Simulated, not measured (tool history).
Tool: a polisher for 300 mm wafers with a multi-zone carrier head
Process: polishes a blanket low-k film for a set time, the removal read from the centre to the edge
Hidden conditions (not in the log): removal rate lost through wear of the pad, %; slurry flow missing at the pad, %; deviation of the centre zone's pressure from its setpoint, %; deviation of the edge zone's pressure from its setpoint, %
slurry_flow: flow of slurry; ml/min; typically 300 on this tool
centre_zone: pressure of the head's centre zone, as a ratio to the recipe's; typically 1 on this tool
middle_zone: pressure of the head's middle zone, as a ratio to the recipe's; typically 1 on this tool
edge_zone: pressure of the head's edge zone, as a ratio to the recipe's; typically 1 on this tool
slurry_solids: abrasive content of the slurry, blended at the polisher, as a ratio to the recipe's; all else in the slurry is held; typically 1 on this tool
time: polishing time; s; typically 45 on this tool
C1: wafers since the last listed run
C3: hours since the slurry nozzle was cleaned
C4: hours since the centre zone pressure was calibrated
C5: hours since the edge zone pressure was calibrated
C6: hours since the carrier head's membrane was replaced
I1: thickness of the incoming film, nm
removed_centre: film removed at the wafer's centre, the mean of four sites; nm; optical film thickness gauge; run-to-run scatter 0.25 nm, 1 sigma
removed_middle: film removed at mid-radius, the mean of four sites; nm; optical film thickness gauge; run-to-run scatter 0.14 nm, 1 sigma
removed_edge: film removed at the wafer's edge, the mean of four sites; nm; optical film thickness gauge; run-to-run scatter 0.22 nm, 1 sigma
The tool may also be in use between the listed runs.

{"run": 1, "hour": 0.0, "slurry_flow": 300, "centre_zone": 1, "middle_zone": 1, "edge_zone": 1, "slurry_solids": 1, "time": 45, "C1": 0, "wafers polished on this pad": 136, "C3": 239.8, "C4": 70.9, "C5": 539.6, "C6": 1118.8, "I1": 422.6, "removed_centre": 22.6, "removed_middle": 21.7, "removed_edge": 21.5}
{"run": 2, "hour": 39.7, "slurry_flow": 300, "centre_zone": 1, "middle_zone": 1, "edge_zone": 1, "slurry_solids": 1, "time": 45, "C1": 336, "wafers polished on this pad": 472, "C3": 279.5, "C4": 110.6, "C5": 579.3, "C6": 1158.5, "I1": 419.1, "removed_centre": 22, "removed_middle": 21.3, "removed_edge": 21.1}
{"run": 3, "hour": 74.0, "slurry_flow": 300, "centre_zone": 1, "middle_zone": 1, "edge_zone": 1, "slurry_solids": 1, "time": 45, "C1": 290, "wafers polished on this pad": 763, "C3": 313.8, "C4": 144.9, "C5": 613.6, "C6": 1192.8, "I1": 421.5, "removed_centre": 21.6, "removed_middle": 21.1, "removed_edge": 20.8}
{"hour": 91.5, "done": "edge zone pressure recalibrated"}
{"hour": 112.8, "done": "slurry nozzle cleaned"}
{"run": 4, "hour": 120.6, "slurry_flow": 300, "centre_zone": 1.07, "middle_zone": 1, "edge_zone": 1, "slurry_solids": 0.85, "time": 45, "C1": 369, "wafers polished on this pad": 1133, "C3": 7.8, "C4": 191.5, "C5": 29.1, "C6": 1239.4, "I1": 423.5, "removed_centre": 20.5, "removed_middle": 18.8, "removed_edge": 19}
{"run": 5, "hour": 180.9, "slurry_flow": 300, "centre_zone": 1, "middle_zone": 1, "edge_zone": 1, "slurry_solids": 1, "time": 45, "C1": 511, "wafers polished on this pad": 1644, "C3": 68.1, "C4": 251.8, "C5": 89.4, "C6": 1299.7, "I1": 425.1, "removed_centre": 21.2, "removed_middle": 20.7, "removed_edge": 20.6}
{"hour": 194.4, "done": "worn pad replaced by a new one"}
{"run": 6, "hour": 208.4, "slurry_flow": 300, "centre_zone": 1, "middle_zone": 1, "edge_zone": 1, "slurry_solids": 1, "time": 45, "C1": 199, "wafers polished on this pad": 119, "C3": 95.6, "C4": 279.3, "C5": 116.9, "C6": 1327.2, "I1": 426.7, "removed_centre": 22.1, "removed_middle": 21.6, "removed_edge": 21.8}
{"run": 7, "hour": 257.3, "slurry_flow": 300, "centre_zone": 1, "middle_zone": 1, "edge_zone": 1, "slurry_solids": 1, "time": 45, "C1": 414, "wafers polished on this pad": 533, "C3": 144.5, "C4": 328.2, "C5": 165.8, "C6": 1376.1, "I1": 420.7, "removed_centre": 21.2, "removed_middle": 21.3, "removed_edge": 21.2}
{"hour": 313.5, "done": "centre zone pressure recalibrated"}
{"run": 8, "hour": 324.4, "slurry_flow": 300, "centre_zone": 1, "middle_zone": 1, "edge_zone": 1, "slurry_solids": 1, "time": 45, "C1": 551, "wafers polished on this pad": 1085, "C3": 211.6, "C4": 10.9, "C5": 232.9, "C6": 1443.2, "I1": 421.7, "removed_centre": 21.1, "removed_middle": 20.7, "removed_edge": 20.5}
{"hour": 354.9, "done": "carrier head's membrane replaced by a new one"}
{"run": 9, "hour": 378.1, "slurry_flow": 300, "centre_zone": 1, "middle_zone": 1, "edge_zone": 1, "slurry_solids": 1, "time": 45, "C1": 412, "wafers polished on this pad": 1498, "C3": 265.3, "C4": 64.6, "C5": 286.6, "C6": 23.2, "I1": 421.5, "removed_centre": 21, "removed_middle": 20.8, "removed_edge": 20.4}
{"hour": 393.6, "done": "worn pad replaced by a new one"}
{"run": 10, "hour": 425.4, "slurry_flow": 300, "centre_zone": 1, "middle_zone": 1, "edge_zone": 1, "slurry_solids": 1, "time": 45, "C1": 367, "wafers polished on this pad": 269, "C3": 312.6, "C4": 111.9, "C5": 333.9, "C6": 70.5, "I1": 426.4, "removed_centre": 22.2, "removed_middle": 21.7, "removed_edge": 21.3}
{"run": 11, "hour": 473.4, "slurry_flow": 300, "centre_zone": 1, "middle_zone": 1.06, "edge_zone": 0.89, "slurry_solids": 1, "time": 45, "C1": 406, "wafers polished on this pad": 676, "C3": 360.6, "C4": 159.9, "C5": 381.9, "C6": 118.5, "I1": 428.4, "removed_centre": 21.8, "removed_middle": 22, "removed_edge": 20.2}
{"run": 12, "hour": 499.2, "slurry_flow": 300, "centre_zone": 1, "middle_zone": 0.94, "edge_zone": 1, "slurry_solids": 1.25, "time": 52, "C1": 218, "wafers polished on this pad": 894, "C3": 386.4, "C4": 185.7, "C5": 407.7, "C6": 144.3, "I1": 426.3, "removed_centre": 27.6, "removed_middle": 25.2, "removed_edge": 26.6}
{"hour": 515.0, "done": "slurry nozzle cleaned"}
{"run": 13, "hour": 547.7, "slurry_flow": 235, "centre_zone": 1, "middle_zone": 1.04, "edge_zone": 1.06, "slurry_solids": 1, "time": 45, "C1": 402, "wafers polished on this pad": 1297, "C3": 32.7, "C4": 234.2, "C5": 456.2, "C6": 192.8, "I1": 421, "removed_centre": 20.3, "removed_middle": 21, "removed_edge": 20.9}
{"hour": 570.4, "done": "worn pad replaced by a new one"}
{"run": 14, "hour": 576.7, "slurry_flow": 300, "centre_zone": 1, "middle_zone": 1, "edge_zone": 1, "slurry_solids": 1, "time": 45, "C1": 211, "wafers polished on this pad": 53, "C3": 61.7, "C4": 263.2, "C5": 485.2, "C6": 221.8, "I1": 419.5, "removed_centre": 22.5, "removed_middle": 21.7, "removed_edge": 22}
{"run": 15, "hour": 618.9, "slurry_flow": 300, "centre_zone": 1, "middle_zone": 1.12, "edge_zone": 0.92, "slurry_solids": 1, "time": 59, "C1": 357, "wafers polished on this pad": 411, "C3": 103.9, "C4": 305.4, "C5": 527.4, "C6": 264, "I1": 422.9, "removed_centre": 28.4, "removed_middle": 30.5, "removed_edge": 26.9}
{"run": 16, "hour": 672.7, "slurry_flow": 300, "centre_zone": 1, "middle_zone": 1, "edge_zone": 1, "slurry_solids": 1, "time": 45, "C1": 456, "wafers polished on this pad": 867, "C3": 157.7, "C4": 359.2, "C5": 581.2, "C6": 317.8, "I1": 421, "removed_centre": 21.6, "removed_middle": 20.9, "removed_edge": 20.8}
{"hour": 674.9, "done": "centre zone pressure recalibrated"}
{"hour": 735.4, "done": "edge zone pressure recalibrated"}
{"run": 17, "hour": 735.9, "slurry_flow": 300, "centre_zone": 1, "middle_zone": 1, "edge_zone": 0.92, "slurry_solids": 1, "time": 45, "C1": 501, "wafers polished on this pad": 1369, "C3": 220.9, "C4": 61, "C5": 0.5, "C6": 381, "I1": 413.8, "removed_centre": 21.2, "removed_middle": 20.5, "removed_edge": 19.8}
{"hour": 760.1, "done": "worn pad replaced by a new one"}
{"run": 18, "hour": 789.9, "slurry_flow": 300, "centre_zone": 1.08, "middle_zone": 1, "edge_zone": 1.12, "slurry_solids": 1.25, "time": 41, "C1": 423, "wafers polished on this pad": 252, "C3": 274.9, "C4": 115, "C5": 54.5, "C6": 435, "I1": 417.9, "removed_centre": 23.1, "removed_middle": 21.4, "removed_edge": 22.7}
{"run": 19, "hour": 844.1, "slurry_flow": 300, "centre_zone": 1, "middle_zone": 1, "edge_zone": 1, "slurry_solids": 1.2, "time": 45, "C1": 459, "wafers polished on this pad": 711, "C3": 329.1, "C4": 169.2, "C5": 108.7, "C6": 489.2, "I1": 419.7, "removed_centre": 22.9, "removed_middle": 22.5, "removed_edge": 22.8}
{"hour": 880.9, "done": "slurry nozzle cleaned"}
{"run": 20, "hour": 881.7, "slurry_flow": 300, "centre_zone": 1.08, "middle_zone": 1, "edge_zone": 1.1, "slurry_solids": 1.2, "time": 45, "C1": 310, "wafers polished on this pad": 1021, "C3": 0.8, "C4": 206.8, "C5": 146.3, "C6": 526.8, "I1": 418.4, "removed_centre": 24.3, "removed_middle": 22.6, "removed_edge": 23.6}
{"hour": 928.1, "done": "worn pad replaced by a new one"}
{"run": 21, "hour": 936.1, "slurry_flow": 300, "centre_zone": 1, "middle_zone": 1, "edge_zone": 1, "slurry_solids": 1.15, "time": 45, "C1": 427, "wafers polished on this pad": 68, "C3": 55.2, "C4": 261.2, "C5": 200.7, "C6": 581.2, "I1": 415.3, "removed_centre": 24.1, "removed_middle": 23.4, "removed_edge": 23.1}

4 options for the next run, each taken on its own from the tool as it stands now. Forecast them:
{"run": "A", "hour": 936.5, "slurry_flow": 300, "centre_zone": 1, "middle_zone": 0.94, "edge_zone": 1, "slurry_solids": 1, "time": 45, "C1": 3, "wafers polished on this pad": 71, "C3": 55.6, "C4": 261.6, "C5": 201.1, "C6": 581.6, "I1": 414.4, "removed_centre": "?", "removed_middle": "?", "removed_edge": "?"}
{"run": "B", "hour": 936.5, "slurry_flow": 395, "centre_zone": 1, "middle_zone": 1, "edge_zone": 1, "slurry_solids": 1, "time": 50, "C1": 3, "wafers polished on this pad": 71, "C3": 55.6, "C4": 261.6, "C5": 201.1, "C6": 581.6, "I1": 414.4, "removed_centre": "?", "removed_middle": "?", "removed_edge": "?"}
{"run": "C", "hour": 936.5, "slurry_flow": 260, "centre_zone": 1, "middle_zone": 1, "edge_zone": 1, "slurry_solids": 1, "time": 45, "C1": 3, "wafers polished on this pad": 71, "C3": 55.6, "C4": 261.6, "C5": 201.1, "C6": 581.6, "I1": 414.4, "removed_centre": "?", "removed_middle": "?", "removed_edge": "?"}
{"run": "D", "hour": 936.5, "slurry_flow": 300, "centre_zone": 1, "middle_zone": 1, "edge_zone": 1.07, "slurry_solids": 1, "time": 45, "C1": 3, "wafers polished on this pad": 71, "C3": 55.6, "C4": 261.6, "C5": 201.1, "C6": 581.6, "I1": 414.4, "removed_centre": "?", "removed_middle": "?", "removed_edge": "?"}

run=A removed_centre=22.3 removed_middle=20.6 removed_edge=21.6
run=B removed_centre=25.4 removed_middle=24.6 removed_edge=24.4
run=C removed_centre=21.9 removed_middle=21.4 removed_edge=21.3
run=D removed_centre=22.3 removed_middle=21.7 removed_edge=22.2
Without the tool's hidden state the same runs would have given:
run=A removed_centre=22.7 removed_middle=20.9 removed_edge=21.9
run=B removed_centre=25.8 removed_middle=25.1 removed_edge=24.8
run=C removed_centre=22.3 removed_middle=21.8 removed_edge=21.7
run=D removed_centre=22.7 removed_middle=22.1 removed_edge=22.6
